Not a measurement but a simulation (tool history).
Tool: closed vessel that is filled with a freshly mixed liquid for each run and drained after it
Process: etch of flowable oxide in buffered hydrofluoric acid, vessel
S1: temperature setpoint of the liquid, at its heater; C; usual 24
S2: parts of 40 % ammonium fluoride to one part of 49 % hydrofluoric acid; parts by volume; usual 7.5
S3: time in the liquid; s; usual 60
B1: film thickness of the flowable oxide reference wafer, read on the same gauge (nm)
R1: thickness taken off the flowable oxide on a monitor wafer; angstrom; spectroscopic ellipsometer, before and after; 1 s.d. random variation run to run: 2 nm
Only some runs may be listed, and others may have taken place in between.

run 1 day=0 | S1=24 S2=7.5 S3=60 | B1=40.01 | R1=5373.9
run 2 day=0.833 | S1=24 S2=7.5 S3=60 | B1=39.98 | R1=5412
run 3 day=1.342 | S1=24 S2=6 S3=60 | B1=39.99 | R1=6554
run 4 day=1.896 | S1=24 S2=6 S3=60 | B1=39.98 | R1=6548.5
run 5 day=3.475 | S1=24 S2=8.5 S3=35 | B1=40 | R1=2756.5
run 6 day=4.004 | S1=24 S2=8.5 S3=35 | B1=39.97 | R1=2765
run 7 day=4.538 | S1=24 S2=7.5 S3=60 | B1=40 | R1=5408.8
run 8 day=5.971 | S1=24 S2=7.5 S3=60 | B1=40.01 | R1=5403
run 9 day=7.371 | S1=24 S2=5.5 S3=80 | B1=39.99 | R1=9440.5
-- day=7.438 thermometer replaced
run 10 day=10.908 | S1=24 S2=5.5 S3=80 | B1=40.02 | R1=9480.6
run 11 day=11.646 | S1=24 S2=7.5 S3=60 | B1=39.99 | R1=5491.9
run 12 day=12.221 | S1=21 S2=7.5 S3=60 | B1=39.99 | R1=4594.3
run 13 day=12.771 | S1=24 S2=9.5 S3=75 | B1=40.02 | R1=5253.9
run 14 day=13.767 | S1=24 S2=10 S3=60 | B1=40.01 | R1=4050.5
run 15 day=14.571 | S1=25.5 S2=9 S3=60 | B1=39.99 | R1=4856.5
-- day=15.388 gauge calibrated
run 16 day=15.504 | S1=24 S2=7.5 S3=60 | B1=40.02 | R1=5445.1
run 17 day=16.458 | S1=24 S2=7.5 S3=60 | B1=40.01 | R1=5481
run 18 day=17.871 | S1=24 S2=5 S3=60 | B1=39.98 | R1=7810.7
run 19 day=18.988 | S1=24 S2=7.5 S3=60 | B1=40.01 | R1=5497.6
run 20 day=19.938 | S1=21.5 S2=5 S3=60 | B1=40.05 | R1=6809.7
run 21 day=20.546 | S1=21 S2=7.5 S3=60 | B1=40.01 | R1=4621.7
run 22 day=21.971 | S1=24 S2=7.5 S3=80 | B1=40.01 | R1=7365.2
run 23 day=22.725 | S1=24 S2=5.5 S3=60 | B1=39.98 | R1=7193.6
run 24 day=23.346 | S1=22 S2=6 S3=90 | B1=40 | R1=9042.6
-- day=24.679 hydrofluoric acid flow meter replaced
run 25 day=24.7 | S1=24 S2=5.5 S3=70 | B1=40.02 | R1=7871.9
run 26 day=26.038 | S1=28 S2=7.5 S3=60 | B1=40.01 | R1=6367.5

Run 27, settings as shown, results not yet in. Your forecast:
run 27 day=27.512 | S1=24 S2=7.5 S3=60 | B1=? | R1=?

Run 27 measured B1 40, R1 5142.3 angstrom.
The same run, on a tool lacking any hidden state, would have yielded R1 5104.6 angstrom.

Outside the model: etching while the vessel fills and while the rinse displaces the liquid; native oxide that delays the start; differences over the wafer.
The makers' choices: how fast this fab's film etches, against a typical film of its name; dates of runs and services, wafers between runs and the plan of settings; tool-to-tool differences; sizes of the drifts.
